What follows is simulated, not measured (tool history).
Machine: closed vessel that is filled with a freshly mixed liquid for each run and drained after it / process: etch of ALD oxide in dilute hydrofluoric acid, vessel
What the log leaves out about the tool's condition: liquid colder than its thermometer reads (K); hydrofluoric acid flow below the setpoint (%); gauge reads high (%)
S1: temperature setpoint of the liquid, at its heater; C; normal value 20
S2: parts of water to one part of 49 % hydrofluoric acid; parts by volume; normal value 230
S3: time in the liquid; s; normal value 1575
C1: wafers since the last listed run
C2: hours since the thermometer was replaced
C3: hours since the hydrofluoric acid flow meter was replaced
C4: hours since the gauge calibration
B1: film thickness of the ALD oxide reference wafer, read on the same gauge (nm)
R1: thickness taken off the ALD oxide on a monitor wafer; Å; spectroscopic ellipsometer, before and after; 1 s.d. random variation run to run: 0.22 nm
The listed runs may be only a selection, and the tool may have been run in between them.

run,day,S1,S2,S3,C1,C2,C3,C4,B1,R1
1,0,23,230,1575,0,655.9,1591.5,64.3,140.01,573.2
2,2.375,23,230,1575,2186,712.9,1648.5,121.3,140.01,577.5
3,3.571,20,230,1575,1101,741.6,1677.2,150,140,512.9
4,7.992,20,295,1575,4070,847.7,1783.3,256.1,140,379.9
5,9.075,20,295,1575,997,873.7,1809.3,282.1,139.99,376.8
6,10.192,20,295,1575,1028,900.5,1836.1,308.9,139.99,378.9
# day 10.438: thermometer replaced
7,11.675,20,230,1575,1327,29.7,1871.7,344.5,139.99,512.9
# day 11.988: gauge calibrated
8,12.325,20,230,1575,598,45.3,1887.3,8.1,140.01,515.3
9,13.262,20,230,1575,863,67.8,1909.8,30.6,139.99,513
# day 13.5: hydrofluoric acid flow meter replaced
10,14.654,20,230,1575,1242,101.2,27.7,64,140,516
11,15.996,20,230,1575,1235,133.4,59.9,96.2,140.02,519.6
12,16.804,20,230,2295,744,152.8,79.3,115.6,140.01,751
13,17.496,24.5,130,1025,636,169.4,95.9,132.2,140.02,778.2
14,18.75,20,315,1575,1154,199.5,126,162.3,140.02,347.2
15,19.383,23.5,305,1020,583,214.7,141.2,177.5,140,265.1
16,20.492,20,230,1575,1020,241.3,167.8,204.1,140.01,515.4
17,21.708,18.5,295,650,1120,270.5,197,233.3,140,148.1
18,22.779,17,330,2100,985,296.2,222.7,259,140,390.6
19,24.175,20,230,1575,1285,329.7,256.2,292.5,139.98,517.9
20,24.762,17,190,2165,540,343.8,270.3,306.6,140.02,787
21,25.467,20,230,1575,648,360.7,287.2,323.5,140,514.9
22,26.025,17.5,170,670,514,374.1,300.6,336.9,140,284.6

Consider 3 possible next runs. They are alternatives, not a sequence: every one starts from the tool as it was left by run 22. What does each give?
A,26.071,18,230,1575,42,375.2,301.7,338,?,?
B,26.071,20,320,1335,42,375.2,301.7,338,?,?
C,26.071,20,120,1575,42,375.2,301.7,338,?,?

run,B1,R1
A,140.02,476.7
B,140.02,288.8
C,140.02,1102.7
With no hidden state in the tool, these same runs would have given:
run,R1
A,476.7
B,288.8
C,1102.7

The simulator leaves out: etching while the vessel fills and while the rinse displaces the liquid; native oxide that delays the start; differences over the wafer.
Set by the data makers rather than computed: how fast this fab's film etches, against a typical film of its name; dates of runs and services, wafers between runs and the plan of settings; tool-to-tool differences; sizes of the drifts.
